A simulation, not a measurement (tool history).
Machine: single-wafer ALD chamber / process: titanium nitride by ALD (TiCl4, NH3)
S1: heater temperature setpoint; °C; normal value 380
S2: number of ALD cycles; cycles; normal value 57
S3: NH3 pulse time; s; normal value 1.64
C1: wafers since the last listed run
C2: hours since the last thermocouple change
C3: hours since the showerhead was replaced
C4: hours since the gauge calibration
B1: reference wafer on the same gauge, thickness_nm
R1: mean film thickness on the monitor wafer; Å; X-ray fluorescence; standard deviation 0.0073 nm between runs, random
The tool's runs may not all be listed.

run      day   S1  S2    S3   C1      C2      C3      C4     B1     R1
  1    0.000  380  64  1.29    0   190.1  1977.7   868.9  1.250  14.11
  2    4.150  380  57  1.64  330   289.7  2077.3   968.5  1.250  12.73
  3    8.158  380  57  1.64  318   385.9  2173.5  1064.7  1.249  12.76
  4    9.967  380  57  1.64  143   429.3  2216.9  1108.1  1.251  12.92
  5   13.550  380  57  1.64  285   515.3  2302.9  1194.1  1.252  12.87
  6   17.588  380  57  1.64  321   612.2  2399.8  1291.0  1.250  12.76
  7   21.042  380  57  1.96  274   695.1  2482.7  1373.9  1.250  13.03
  8   23.567  380  57  1.96  200   755.7  2543.3  1434.5  1.251  12.82
      24.292  -- gauge calibrated
  9   25.721  383  57  1.64  171   807.4  2595.0    34.3  1.249  12.90
 10   30.179  380  57  1.64  354   914.4  2702.0   141.3  1.251  12.83
 11   34.350  380  57  1.64  331  1014.5  2802.1   241.4  1.249  12.68
      35.846  -- showerhead replaced
 12   36.517  380  52  1.64  145  1066.5    16.1   293.4  1.249  11.77
 13   39.817  374  57  1.64  262  1145.7    95.3   372.6  1.250  12.83
 14   43.888  374  57  1.64  323  1243.4   193.0   470.3  1.250  12.81
 15   46.329  380  66  1.16  194  1302.0   251.6   528.9  1.249  14.52
 16   49.267  380  49  2.08  233  1372.5   322.1   599.4  1.249  11.11
 17   51.738  387  46  1.47  196  1431.8   381.4   658.7  1.249  10.32
 18   62.908  380  63  1.64  888  1699.9   649.5   926.8  1.250  14.12
 19   66.171  380  64  1.29  259  1778.2   727.8  1005.1  1.249  14.27
 20   69.658  380  57  1.64  277  1861.9   811.5  1088.8  1.249  12.86
      72.579  -- thermocouple changed; heater temperature recalibrated
 21   72.600  380  57  1.45  207     0.5   882.1  1159.4  1.251  12.67
      73.392  -- gauge calibrated
 22   76.408  380  57  1.64  302    91.9   973.5    72.4  1.251  12.81
 23   79.758  380  57  1.64  266   172.3  1053.9   152.8  1.251  12.71
 24   83.379  372  47  1.64  288   259.2  1140.8   239.7  1.249  10.47
 25   87.162  375  57  1.64  300   350.0  1231.6   330.5  1.250  12.75
 26   91.517  374  51  1.64  346   454.5  1336.1   435.0  1.251  11.32
 27   95.746  380  57  1.64  336   556.0  1437.6   536.5  1.250  12.70
 28   99.838  388  57  1.84  325   654.2  1535.8   634.7  1.249  12.86
 29  102.446  380  57  1.64  207   716.8  1598.4   697.3  1.249  12.71

Alternative continuations, all from the tool just after run 29; predict every row:
  A  102.467  380  50  1.64   1  717.3  1598.9  697.8   ?   ?
  B  102.467  365  57  1.64   1  717.3  1598.9  697.8   ?   ?
  C  102.467  371  57  1.26   1  717.3  1598.9  697.8   ?   ?
  D  102.467  380  57  2.08   1  717.3  1598.9  697.8   ?   ?

run     B1     R1
  A  1.249  11.21
  B  1.249  12.49
  C  1.249  12.46
  D  1.249  12.91
The same runs, with their run-to-run variation unchanged, on a tool lacking any hidden condition would have given:
run     R1
  A  11.21
  B  12.49
  C  12.46
  D  12.91
